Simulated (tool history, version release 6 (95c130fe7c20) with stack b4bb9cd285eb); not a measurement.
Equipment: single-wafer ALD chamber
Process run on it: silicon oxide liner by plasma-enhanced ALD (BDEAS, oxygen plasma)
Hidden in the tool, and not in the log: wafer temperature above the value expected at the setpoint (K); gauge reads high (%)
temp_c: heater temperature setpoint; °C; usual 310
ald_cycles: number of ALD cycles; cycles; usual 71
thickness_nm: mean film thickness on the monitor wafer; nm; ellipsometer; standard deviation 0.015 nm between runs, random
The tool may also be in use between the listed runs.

run	day	temp_c	ald_cycles	wafers since the last listed run	hours since the last thermocouple change	hours since the gauge calibration	read-back reference wafer on the same gauge, thickness_nm	thickness_nm
1	0	310	71	0	1442.7	16.8	6.184	6.031
2	1.133	310	71	118	1469.9	44	6.166	6.012
3	2.312	310	68	123	1498.2	72.3	6.151	5.75
4	3.229	310	68	95	1520.2	94.3	6.142	5.744
5	4.162	310	68	97	1542.6	116.7	6.13	5.732
6	5.312	310	71	120	1570.2	144.3	6.127	5.978
7	6.175	310	71	90	1590.9	165	6.112	6.001
8	6.812	315	71	66	1606.2	180.3	6.115	5.925
9	8.304	315	71	155	1642	216.1	6.108	5.932
10	9.458	315	71	120	1669.7	243.8	6.108	5.916
11	10.008	310	71	57	1682.9	257	6.11	5.953
12	11.071	295	66	110	1708.4	282.5	6.096	5.675
13	11.825	300	64	78	1726.5	300.6	6.099	5.42
14	12.454	299	60	65	1741.6	315.7	6.105	5.096
# day 12.9: thermocouple changed; heater temperature recalibrated
15	12.996	322	66	21	2.3	328.7	6.094	5.439
16	13.783	310	71	82	21.2	347.6	6.097	5.939
# day 14.821: gauge calibrated
17	15.258	317	71	154	56.6	10.5	6.195	5.981
18	16.479	296	66	127	85.9	39.8	6.175	5.729
19	17.867	316	59	144	119.2	73.1	6.162	4.957
20	19.025	310	80	120	147	100.9	6.143	6.763
21	19.846	310	71	85	166.7	120.6	6.137	5.972

Below are 3 alternative next runs, each starting from the tool's condition after run 21. Predict each:
A	19.867	305	71	2	167.2	121.1	?	?
B	19.867	299	58	2	167.2	121.1	?	?
C	19.867	304	63	2	167.2	121.1	?	?

run	read-back reference wafer on the same gauge, thickness_nm	thickness_nm
A	6.141	6.043
B	6.141	4.974
C	6.141	5.369
Without the tool's unlogged condition, the same runs would have read:
run	thickness_nm
A	6.094
B	5.016
C	5.414
